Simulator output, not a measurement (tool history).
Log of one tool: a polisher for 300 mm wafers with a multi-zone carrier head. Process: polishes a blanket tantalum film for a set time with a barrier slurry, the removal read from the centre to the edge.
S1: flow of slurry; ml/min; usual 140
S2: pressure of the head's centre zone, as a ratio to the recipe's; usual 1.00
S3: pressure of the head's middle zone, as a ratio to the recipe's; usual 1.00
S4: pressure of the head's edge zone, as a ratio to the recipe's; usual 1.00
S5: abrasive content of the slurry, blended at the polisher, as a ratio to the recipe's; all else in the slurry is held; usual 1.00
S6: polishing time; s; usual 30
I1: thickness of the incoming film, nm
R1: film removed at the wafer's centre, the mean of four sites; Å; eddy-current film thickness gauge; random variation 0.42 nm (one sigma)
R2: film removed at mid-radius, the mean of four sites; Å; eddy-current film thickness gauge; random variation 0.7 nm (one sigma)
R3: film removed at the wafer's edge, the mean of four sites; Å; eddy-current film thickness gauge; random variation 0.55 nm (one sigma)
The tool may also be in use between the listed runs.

{"run": 1, "hour": 0.0, "S1": 140, "S2": 1.0, "S3": 1.0, "S4": 1.0, "S5": 1.0, "S6": 38, "I1": 189.5, "R1": 647, "R2": 641, "R3": 662}
{"hour": 22.0, "done": "slurry nozzle cleaned"}
{"run": 2, "hour": 26.6, "S1": 140, "S2": 1.0, "S3": 1.0, "S4": 1.0, "S5": 1.0, "S6": 38, "I1": 189.4, "R1": 695, "R2": 694, "R3": 703}
{"run": 3, "hour": 97.7, "S1": 140, "S2": 1.0, "S3": 1.0, "S4": 1.0, "S5": 1.0, "S6": 38, "I1": 189.1, "R1": 690, "R2": 712, "R3": 698}
{"hour": 125.8, "done": "worn pad replaced by a new one"}
{"hour": 162.5, "done": "centre zone pressure recalibrated"}
{"run": 4, "hour": 162.9, "S1": 140, "S2": 1.0, "S3": 1.0, "S4": 1.0, "S5": 1.0, "S6": 30, "I1": 188.3, "R1": 550, "R2": 545, "R3": 549}
{"run": 5, "hour": 223.5, "S1": 140, "S2": 1.0, "S3": 1.0, "S4": 1.0, "S5": 1.0, "S6": 30, "I1": 187.4, "R1": 541, "R2": 541, "R3": 548}
{"hour": 274.9, "done": "worn pad replaced by a new one"}
{"run": 6, "hour": 282.0, "S1": 140, "S2": 1.0, "S3": 1.0, "S4": 1.0, "S5": 1.0, "S6": 30, "I1": 193.4, "R1": 537, "R2": 528, "R3": 535}
{"run": 7, "hour": 331.1, "S1": 140, "S2": 1.0, "S3": 1.0, "S4": 1.0, "S5": 1.0, "S6": 30, "I1": 191.7, "R1": 527, "R2": 537, "R3": 534}
{"run": 8, "hour": 396.9, "S1": 140, "S2": 1.0, "S3": 1.0, "S4": 1.0, "S5": 1.0, "S6": 30, "I1": 185.6, "R1": 510, "R2": 512, "R3": 523}
{"hour": 425.0, "done": "worn pad replaced by a new one"}
{"run": 9, "hour": 438.0, "S1": 140, "S2": 0.95, "S3": 1.0, "S4": 1.0, "S5": 1.25, "S6": 30, "I1": 190.9, "R1": 512, "R2": 537, "R3": 551}
{"hour": 460.2, "done": "slurry nozzle cleaned"}
{"hour": 466.9, "done": "carrier head's membrane replaced by a new one"}
{"run": 10, "hour": 473.8, "S1": 140, "S2": 1.0, "S3": 1.0, "S4": 1.0, "S5": 1.0, "S6": 38, "I1": 191.0, "R1": 697, "R2": 714, "R3": 707}
{"hour": 518.3, "done": "edge zone pressure recalibrated"}
{"hour": 519.3, "done": "centre zone pressure recalibrated"}
{"hour": 583.8, "done": "worn pad replaced by a new one"}
{"run": 11, "hour": 591.5, "S1": 155, "S2": 1.0, "S3": 1.0, "S4": 1.0, "S5": 1.0, "S6": 30, "I1": 190.9, "R1": 563, "R2": 559, "R3": 556}
{"run": 12, "hour": 623.8, "S1": 140, "S2": 1.0, "S3": 1.0, "S4": 1.05, "S5": 0.9, "S6": 30, "I1": 186.6, "R1": 533, "R2": 524, "R3": 539}
{"run": 13, "hour": 679.5, "S1": 140, "S2": 1.09, "S3": 1.05, "S4": 1.0, "S5": 1.0, "S6": 30, "I1": 191.2, "R1": 593, "R2": 565, "R3": 546}
{"run": 14, "hour": 731.9, "S1": 100, "S2": 1.0, "S3": 1.08, "S4": 1.0, "S5": 1.0, "S6": 37, "I1": 186.9, "R1": 600, "R2": 653, "R3": 642}
{"hour": 748.3, "done": "worn pad replaced by a new one"}
{"run": 15, "hour": 778.8, "S1": 180, "S2": 0.88, "S3": 1.0, "S4": 0.95, "S5": 1.0, "S6": 38, "I1": 188.5, "R1": 631, "R2": 722, "R3": 693}

Some steps in R1 between neighbouring runs. How much of each would the tool show without its hidden state too (settings, what came in, random variation), and how much is left for the hidden state, with any gauge scatter that isn't in both results?
The hidden state here: removal rate lost through wear of the pad, %; slurry flow missing at the pad, %; deviation of the centre zone's pressure from its setpoint, %; deviation of the edge zone's pressure from its setpoint, %.
Run 1 -> 2: slurry nozzle cleaned. R1 +48 Å: hidden state +58, all else -10.
Run 9 -> 10: S2 0.95 -> 1.00, S5 1.25 -> 1.00, S6 30 -> 38, slurry nozzle cleaned, carrier head's membrane replaced by a new one. R1 +185 Å: hidden state +57, all else +128.
